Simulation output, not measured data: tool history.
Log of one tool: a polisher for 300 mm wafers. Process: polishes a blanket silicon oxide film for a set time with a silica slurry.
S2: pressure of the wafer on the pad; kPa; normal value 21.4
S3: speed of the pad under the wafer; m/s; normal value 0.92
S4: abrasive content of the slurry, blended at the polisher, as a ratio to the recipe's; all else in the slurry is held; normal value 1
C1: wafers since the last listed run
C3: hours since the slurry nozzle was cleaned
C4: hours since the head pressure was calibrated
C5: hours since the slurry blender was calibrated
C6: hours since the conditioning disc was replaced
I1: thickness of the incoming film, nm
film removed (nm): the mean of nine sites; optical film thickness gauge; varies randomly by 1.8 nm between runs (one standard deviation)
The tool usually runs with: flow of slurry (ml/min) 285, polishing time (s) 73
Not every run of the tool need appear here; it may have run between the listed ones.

run 1 hour=0 | flow_of_slurry_(ml/min)=285 S2=21.4 S3=0.92 S4=1 polishing_time_(s)=73 | C1=0 wafers_polished_on_this_pad=4221 C3=343.2 C4=266.7 C5=24.7 C6=411.7 | I1=1116.6 | film_removed_(nm)=125.9
run 2 hour=71 | flow_of_slurry_(ml/min)=285 S2=19.3 S3=0.92 S4=1 polishing_time_(s)=94 | C1=756 wafers_polished_on_this_pad=4977 C3=414.2 C4=337.7 C5=95.7 C6=482.7 | I1=1115.7 | film_removed_(nm)=154.8
-- hour=102.9 conditioning disc replaced and pad reconditioned
run 3 hour=141.2 | flow_of_slurry_(ml/min)=285 S2=21.4 S3=0.92 S4=1 polishing_time_(s)=73 | C1=726 wafers_polished_on_this_pad=5704 C3=484.4 C4=407.9 C5=165.9 C6=38.3 | I1=1118.3 | film_removed_(nm)=126.4
-- hour=171.1 worn pad replaced by a new one
run 4 hour=197.1 | flow_of_slurry_(ml/min)=285 S2=15.9 S3=0.92 S4=1.15 polishing_time_(s)=73 | C1=552 wafers_polished_on_this_pad=276 C3=540.3 C4=463.8 C5=221.8 C6=94.2 | I1=1112.5 | film_removed_(nm)=112.8
run 5 hour=238.6 | flow_of_slurry_(ml/min)=210 S2=21.4 S3=1.04 S4=1 polishing_time_(s)=73 | C1=442 wafers_polished_on_this_pad=718 C3=581.8 C4=505.3 C5=263.3 C6=135.7 | I1=1120.6 | film_removed_(nm)=142.3
run 6 hour=276.9 | flow_of_slurry_(ml/min)=285 S2=21.4 S3=0.92 S4=1 polishing_time_(s)=73 | C1=408 wafers_polished_on_this_pad=1126 C3=620.1 C4=543.6 C5=301.6 C6=174 | I1=1105.9 | film_removed_(nm)=128.9
run 7 hour=307.2 | flow_of_slurry_(ml/min)=285 S2=21.4 S3=0.92 S4=0.95 polishing_time_(s)=73 | C1=322 wafers_polished_on_this_pad=1449 C3=650.4 C4=573.9 C5=331.9 C6=204.3 | I1=1115.8 | film_removed_(nm)=126.4
run 8 hour=408.5 | flow_of_slurry_(ml/min)=285 S2=21.4 S3=1.14 S4=1 polishing_time_(s)=73 | C1=1079 wafers_polished_on_this_pad=2528 C3=751.7 C4=675.2 C5=433.2 C6=305.6 | I1=1102.7 | film_removed_(nm)=152.3
-- hour=449.5 slurry nozzle cleaned
run 9 hour=467.8 | flow_of_slurry_(ml/min)=285 S2=21.4 S3=0.92 S4=1 polishing_time_(s)=73 | C1=621 wafers_polished_on_this_pad=3150 C3=18.3 C4=734.5 C5=492.5 C6=364.9 | I1=1113.4 | film_removed_(nm)=130.1
-- hour=522.1 slurry blender recalibrated
run 10 hour=529.1 | flow_of_slurry_(ml/min)=240 S2=21.4 S3=0.92 S4=1.25 polishing_time_(s)=73 | C1=631 wafers_polished_on_this_pad=3782 C3=79.6 C4=795.8 C5=7 C6=426.2 | I1=1113.6 | film_removed_(nm)=137.7
run 11 hour=579.4 | flow_of_slurry_(ml/min)=245 S2=25.5 S3=0.82 S4=1.15 polishing_time_(s)=73 | C1=535 wafers_polished_on_this_pad=4317 C3=129.9 C4=846.1 C5=57.3 C6=476.5 | I1=1129.9 | film_removed_(nm)=136.4
run 12 hour=615.6 | flow_of_slurry_(ml/min)=285 S2=18.6 S3=0.92 S4=1 polishing_time_(s)=59 | C1=385 wafers_polished_on_this_pad=4703 C3=166.1 C4=882.3 C5=93.5 C6=512.7 | I1=1127.5 | film_removed_(nm)=95.1
-- hour=658.3 conditioning disc replaced and pad reconditioned
-- hour=661 worn pad replaced by a new one
run 13 hour=678.8 | flow_of_slurry_(ml/min)=285 S2=21.4 S3=0.64 S4=1.2 polishing_time_(s)=73 | C1=623 wafers_polished_on_this_pad=190 C3=229.3 C4=945.5 C5=156.7 C6=20.5 | I1=1129.4 | film_removed_(nm)=102.1
run 14 hour=704.1 | flow_of_slurry_(ml/min)=285 S2=21.4 S3=0.84 S4=1 polishing_time_(s)=59 | C1=269 wafers_polished_on_this_pad=459 C3=254.6 C4=970.8 C5=182 C6=45.8 | I1=1097.9 | film_removed_(nm)=94.4
run 15 hour=771.5 | flow_of_slurry_(ml/min)=260 S2=25.5 S3=1.12 S4=1 polishing_time_(s)=90 | C1=718 wafers_polished_on_this_pad=1177 C3=322 C4=1038.2 C5=249.4 C6=113.2 | I1=1116.9 | film_removed_(nm)=206.2
run 16 hour=813.4 | flow_of_slurry_(ml/min)=285 S2=21.4 S3=0.92 S4=1 polishing_time_(s)=73 | C1=446 wafers_polished_on_this_pad=1624 C3=363.9 C4=1080.1 C5=291.3 C6=155.1 | I1=1114.5 | film_removed_(nm)=126.2
run 17 hour=876.1 | flow_of_slurry_(ml/min)=375 S2=24.8 S3=1.08 S4=0.8 polishing_time_(s)=73 | C1=668 wafers_polished_on_this_pad=2292 C3=426.6 C4=1142.8 C5=354 C6=217.8 | I1=1102.9 | film_removed_(nm)=147.2
run 18 hour=945.2 | flow_of_slurry_(ml/min)=375 S2=24.8 S3=1.08 S4=0.8 polishing_time_(s)=73 | C1=736 wafers_polished_on_this_pad=3028 C3=495.7 C4=1211.9 C5=423.1 C6=286.9 | I1=1138.5 | film_removed_(nm)=149.5
run 19 hour=987 | flow_of_slurry_(ml/min)=285 S2=21.4 S3=0.92 S4=1 polishing_time_(s)=73 | C1=445 wafers_polished_on_this_pad=3473 C3=537.5 C4=1253.7 C5=464.9 C6=328.7 | I1=1097.8 | film_removed_(nm)=130.1
run 20 hour=1032.8 | flow_of_slurry_(ml/min)=285 S2=21.4 S3=0.92 S4=1 polishing_time_(s)=52 | C1=487 wafers_polished_on_this_pad=3961 C3=583.3 C4=1299.5 C5=510.7 C6=374.5 | I1=1113.8 | film_removed_(nm)=91.7
-- hour=1073.2 slurry blender recalibrated
run 21 hour=1096.4 | flow_of_slurry_(ml/min)=285 S2=21.4 S3=0.92 S4=1 polishing_time_(s)=73 | C1=656 wafers_polished_on_this_pad=4618 C3=646.9 C4=1363.1 C5=23.2 C6=438.1 | I1=1108.1 | film_removed_(nm)=129.1
run 22 hour=1149.1 | flow_of_slurry_(ml/min)=285 S2=21.4 S3=0.92 S4=1 polishing_time_(s)=96 | C1=561 wafers_polished_on_this_pad=5179 C3=699.6 C4=1415.8 C5=75.9 C6=490.8 | I1=1130.8 | film_removed_(nm)=168.8
-- hour=1201 conditioning disc replaced and pad reconditioned
run 23 hour=1212.8 | flow_of_slurry_(ml/min)=220 S2=18.6 S3=0.92 S4=0.9 polishing_time_(s)=54 | C1=657 wafers_polished_on_this_pad=5837 C3=763.3 C4=1479.5 C5=139.6 C6=11.8 | I1=1122.2 | film_removed_(nm)=81.4
-- hour=1240.1 worn pad replaced by a new one
run 24 hour=1261.6 | flow_of_slurry_(ml/min)=285 S2=17.2 S3=0.74 S4=1 polishing_time_(s)=73 | C1=477 wafers_polished_on_this_pad=229 C3=812.1 C4=1528.3 C5=188.4 C6=60.6 | I1=1123.3 | film_removed_(nm)=93.2

Hidden state at the last listed run before each entry between runs and at the first one after, where it differs:
From run 2 to run 3: conditioning disc replaced and pad reconditioned (hour 102.9)
  no hidden state differs between the two runs
From run 3 to run 4: worn pad replaced by a new one (hour 171.1)
  no hidden state differs between the two runs
From run 8 to run 9: slurry nozzle cleaned (hour 449.5)
  no hidden state differs between the two runs
From run 9 to run 10: slurry blender recalibrated (hour 522.1)
  no hidden state differs between the two runs
From run 12 to run 13: conditioning disc replaced and pad reconditioned (hour 658.3); worn pad replaced by a new one (hour 661)
  no hidden state differs between the two runs
From run 20 to run 21: slurry blender recalibrated (hour 1073.2)
  no hidden state differs between the two runs
From run 22 to run 23: conditioning disc replaced and pad reconditioned (hour 1201)
  no hidden state differs between the two runs
From run 23 to run 24: worn pad replaced by a new one (hour 1240.1)
  no hidden state differs between the two runs
